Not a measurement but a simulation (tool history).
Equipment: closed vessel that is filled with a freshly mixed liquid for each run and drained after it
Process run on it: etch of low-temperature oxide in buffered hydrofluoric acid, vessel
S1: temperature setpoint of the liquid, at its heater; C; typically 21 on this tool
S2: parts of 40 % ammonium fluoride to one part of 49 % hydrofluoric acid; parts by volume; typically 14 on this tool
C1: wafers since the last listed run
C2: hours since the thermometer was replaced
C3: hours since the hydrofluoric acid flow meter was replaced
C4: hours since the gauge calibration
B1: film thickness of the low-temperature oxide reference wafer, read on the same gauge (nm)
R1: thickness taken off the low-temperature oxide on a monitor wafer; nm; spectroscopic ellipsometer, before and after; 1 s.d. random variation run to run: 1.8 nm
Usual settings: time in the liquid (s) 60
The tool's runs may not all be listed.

Run 1, day 0: usual settings but S2 17 parts by volume; C1 0; C2 309.3; C3 249.6; C4 3030.6; B1 90. Result: R1 155.58 nm.
Run 2, day 3.442: usual settings but S2 17 parts by volume; C1 6240; C2 391.9; C3 332.2; C4 3113.2; B1 90.01. Result: R1 152.24 nm.
Run 3, day 5.025: usual settings but S2 12.5 parts by volume; C1 2871; C2 429.9; C3 370.2; C4 3151.2; B1 89.99. Result: R1 205.88 nm.
Run 4, day 6.979: usual settings; C1 3543; C2 476.8; C3 417.1; C4 3198.1; B1 89.97. Result: R1 180.96 nm.
Run 5, day 10.162: usual settings; C1 5772; C2 553.2; C3 493.5; C4 3274.5; B1 89.99. Result: R1 178.97 nm.
Run 6, day 11.871: usual settings; C1 3097; C2 594.2; C3 534.5; C4 3315.5; B1 90. Result: R1 183.12 nm.
Run 7, day 16.246: usual settings but S1 25 C, time in the liquid (s) 35; C1 7933; C2 699.2; C3 639.5; C4 3420.5; B1 90. Result: R1 131.55 nm.
At day 18.812: thermometer replaced.
Run 8, day 19.129: usual settings but S1 17.5 C, time in the liquid (s) 45; C1 5152; C2 7.6; C3 708.7; C4 3489.7; B1 90.02. Result: R1 121 nm.
Run 9, day 22.921: usual settings but S1 19.5 C, S2 9.5 parts by volume, time in the liquid (s) 70; C1 6875; C2 98.6; C3 799.7; C4 3580.7; B1 90. Result: R1 293.34 nm.
Run 10, day 24.721: usual settings but S1 17 C, S2 12 parts by volume, time in the liquid (s) 40; C1 3263; C2 141.8; C3 842.9; C4 3623.9; B1 90.01. Result: R1 118.03 nm.
Run 11, day 28.621: usual settings but S1 19.5 C, S2 19.5 parts by volume, time in the liquid (s) 80; C1 7071; C2 235.4; C3 936.5; C4 3717.5; B1 90. Result: R1 165.4 nm.
Run 12, day 32.208: usual settings but S1 18.5 C; C1 6505; C2 321.5; C3 1022.6; C4 3803.6; B1 90. Result: R1 162.77 nm.
Run 13, day 34.304: usual settings; C1 3800; C2 371.8; C3 1072.9; C4 3853.9; B1 89.99. Result: R1 188.84 nm.
Run 14, day 36.838: usual settings but S1 17 C, S2 10 parts by volume; C1 4593; C2 432.6; C3 1133.7; C4 3914.7; B1 90. Result: R1 206.03 nm.
Run 15, day 38.508: usual settings but S1 17 C, S2 9.5 parts by volume, time in the liquid (s) 75; C1 3029; C2 472.7; C3 1173.8; C4 3954.8; B1 90.01. Result: R1 267.54 nm.
Run 16, day 41.146: usual settings but S1 25.5 C, S2 17 parts by volume, time in the liquid (s) 30; C1 4782; C2 536; C3 1237.1; C4 4018.1; B1 90. Result: R1 96.88 nm.
At day 41.629: hydrofluoric acid flow meter replaced.
Run 17, day 44.883: usual settings but S2 17 parts by volume; C1 6701; C2 625.7; C3 78.1; C4 4107.8; B1 90. Result: R1 150.48 nm.
At day 49.217: thermometer replaced.
Run 18, day 49.238: usual settings but S1 25 C, S2 10.5 parts by volume, time in the liquid (s) 85; C1 7819; C2 0.5; C3 182.6; C4 4212.3; B1 89.99. Result: R1 458.13 nm.
Run 19, day 51.275: usual settings but S1 24.5 C, S2 9 parts by volume, time in the liquid (s) 75; C1 3694; C2 49.4; C3 231.5; C4 4261.2; B1 90. Result: R1 441 nm.
At day 53.2: gauge calibrated.
Run 20, day 54.346: usual settings but time in the liquid (s) 85; C1 5568; C2 123.1; C3 305.2; C4 27.5; B1 89.99. Result: R1 274.52 nm.
Run 21, day 58.346: usual settings but time in the liquid (s) 70; C1 7253; C2 219.1; C3 401.2; C4 123.5; B1 89.99. Result: R1 220.31 nm.
Run 22, day 60.05: usual settings; C1 3090; C2 260; C3 442.1; C4 164.4; B1 90.01. Result: R1 188.6 nm.
Run 23, day 72.862: usual settings but S2 11 parts by volume, time in the liquid (s) 40; C1 23232; C2 567.5; C3 749.6; C4 471.9; B1 90. Result: R1 154.89 nm.
Run 24, day 76.304: usual settings; C1 6240; C2 650.1; C3 832.2; C4 554.5; B1 90. Result: R1 182.55 nm.
Run 25, day 79.321: usual settings but S1 18.5 C, time in the liquid (s) 90; C1 5470; C2 722.5; C3 904.6; C4 626.9; B1 90. Result: R1 234.57 nm.
Run 26, day 83.45: usual settings; C1 7487; C2 821.6; C3 1003.7; C4 726; B1 90. Result: R1 177.58 nm.
At day 83.858: thermometer replaced.
Run 27, day 87.446: usual settings; C1 7170; C2 86.1; C3 1099.6; C4 821.9; B1 89.98. Result: R1 194.26 nm.
At day 87.542: hydrofluoric acid flow meter replaced.
Run 28, day 91.008: usual settings but S1 17 C, S2 11 parts by volume, time in the liquid (s) 70; C1 6384; C2 171.6; C3 83.2; C4 907.4; B1 90.01. Result: R1 224.4 nm.
Run 29, day 93.138: usual settings but S2 18.5 parts by volume; C1 3860; C2 222.7; C3 134.3; C4 958.5; B1 90.01. Result: R1 143.95 nm.
Run 30, day 95.55: usual settings but S2 19 parts by volume, time in the liquid (s) 30; C1 4374; C2 280.6; C3 192.2; C4 1016.4; B1 90. Result: R1 69.38 nm.
Run 31, day 99.646: usual settings but S1 18.5 C, time in the liquid (s) 85; C1 7427; C2 378.9; C3 290.5; C4 1114.7; B1 90. Result: R1 226.75 nm.

Below, some changes in R1 between adjacent runs. For each, the amount present without the hidden state too (settings, incoming material, random variation) and the amount remaining for the hidden state with gauge scatter not shared by both compared results:
The tool's hidden condition here consists of: liquid colder than its thermometer reads (K); hydrofluoric acid flow above the setpoint (%); gauge reads high (%).
Run 7 -> 8: S1 25 -> 17.5, time in the liquid (s) 35 -> 45, thermometer replaced. R1 -10.55 nm: hidden state +10.99, all else -21.54.
Run 8 -> 9: S1 17.5 -> 19.5, S2 14 -> 9.5, time in the liquid (s) 45 -> 70. R1 +172.34 nm: hidden state -4.68, all else +177.02.
Run 9 -> 10: S1 19.5 -> 17, S2 9.5 -> 12, time in the liquid (s) 70 -> 40. R1 -175.31 nm: hidden state +2.92, all else -178.23.
Run 15 -> 16: S1 17 -> 25.5, S2 9.5 -> 17, time in the liquid (s) 75 -> 30. R1 -170.66 nm: hidden state +10.62, all else -181.28.
Run 17 -> 18: S1 21 -> 25, S2 17 -> 10.5, time in the liquid (s) 60 -> 85, thermometer replaced. R1 +307.65 nm: hidden state +9.94, all else +297.71.
Run 26 -> 27: thermometer replaced. R1 +16.68 nm: hidden state +14.56, all else +2.12.

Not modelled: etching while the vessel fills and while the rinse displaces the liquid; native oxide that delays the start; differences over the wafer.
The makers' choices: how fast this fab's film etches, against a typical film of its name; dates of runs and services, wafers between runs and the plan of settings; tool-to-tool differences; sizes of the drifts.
